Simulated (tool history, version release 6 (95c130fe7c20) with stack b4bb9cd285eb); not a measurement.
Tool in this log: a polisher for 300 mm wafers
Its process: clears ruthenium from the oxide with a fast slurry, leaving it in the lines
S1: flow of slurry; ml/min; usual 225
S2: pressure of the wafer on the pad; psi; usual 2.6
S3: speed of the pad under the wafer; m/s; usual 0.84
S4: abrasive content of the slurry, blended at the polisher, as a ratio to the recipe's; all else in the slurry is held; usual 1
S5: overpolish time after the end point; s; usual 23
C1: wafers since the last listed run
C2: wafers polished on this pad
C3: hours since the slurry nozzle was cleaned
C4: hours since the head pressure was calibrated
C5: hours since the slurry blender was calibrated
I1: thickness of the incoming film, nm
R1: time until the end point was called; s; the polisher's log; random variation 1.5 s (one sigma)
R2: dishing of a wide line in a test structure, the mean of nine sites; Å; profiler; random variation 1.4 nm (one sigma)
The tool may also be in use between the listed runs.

Run 1, hour 0: usual settings; C1 0; C2 1103; C3 426.8; C4 163.8; C5 261; I1 284.3. Result: R1 107.2 s, R2 504 Å.
At hour 86.5: worn pad replaced by a new one.
Run 2, hour 93.8: usual settings; C1 694; C2 56; C3 520.6; C4 257.6; C5 354.8; I1 273.8. Result: R1 107.9 s, R2 498 Å.
At hour 152: slurry blender recalibrated.
Run 3, hour 180.1: usual settings; C1 651; C2 708; C3 606.9; C4 343.9; C5 28.1; I1 278.3. Result: R1 108.1 s, R2 498 Å.
Run 4, hour 232.1: usual settings; C1 402; C2 1110; C3 658.9; C4 395.9; C5 80.1; I1 282.7. Result: R1 109.9 s, R2 491 Å.
Run 5, hour 288.6: usual settings; C1 436; C2 1547; C3 715.4; C4 452.4; C5 136.6; I1 280.7. Result: R1 110 s, R2 477 Å.
At hour 334.9: worn pad replaced by a new one, of another model than before.
Run 6, hour 377.1: usual settings; C1 653; C2 326; C3 803.9; C4 540.9; C5 225.1; I1 281.1. Result: R1 104.7 s, R2 528 Å.
At hour 394.8: slurry nozzle cleaned.
Run 7, hour 448.7: usual settings but S3 0.7 m/s; C1 545; C2 872; C3 53.9; C4 612.5; C5 296.7; I1 285. Result: R1 115.8 s, R2 477 Å.
Run 8, hour 529.2: usual settings; C1 622; C2 1494; C3 134.4; C4 693; C5 377.2; I1 276.9. Result: R1 97.7 s, R2 541 Å.
At hour 559: worn pad replaced by a new one.
Run 9, hour 576.7: usual settings but S3 1.08 m/s; C1 336; C2 136; C3 181.9; C4 740.5; C5 424.7; I1 276.5. Result: R1 79.6 s, R2 649 Å.
At hour 609.1: slurry blender recalibrated.
Run 10, hour 666.8: usual settings but S4 0.85; C1 681; C2 817; C3 272; C4 830.6; C5 57.7; I1 282.6. Result: R1 107.8 s, R2 503 Å.

Run 11 has not been measured yet. What should we expect?
At hour 687.2: head pressure recalibrated.
At hour 788: worn pad replaced by a new one.
Run 11, hour 925.4: usual settings; C1 1953; C2 1062; C3 530.6; C4 238.2; C5 316.3; I1 277.9. Result: R1 ?, R2 ?.

{"run 11": {"R1": 98.9, "R2": 535}}
With the hidden condition absent and the run-to-run variation left alone, this run would have shown R1 93.7 s, R2 561 Å.
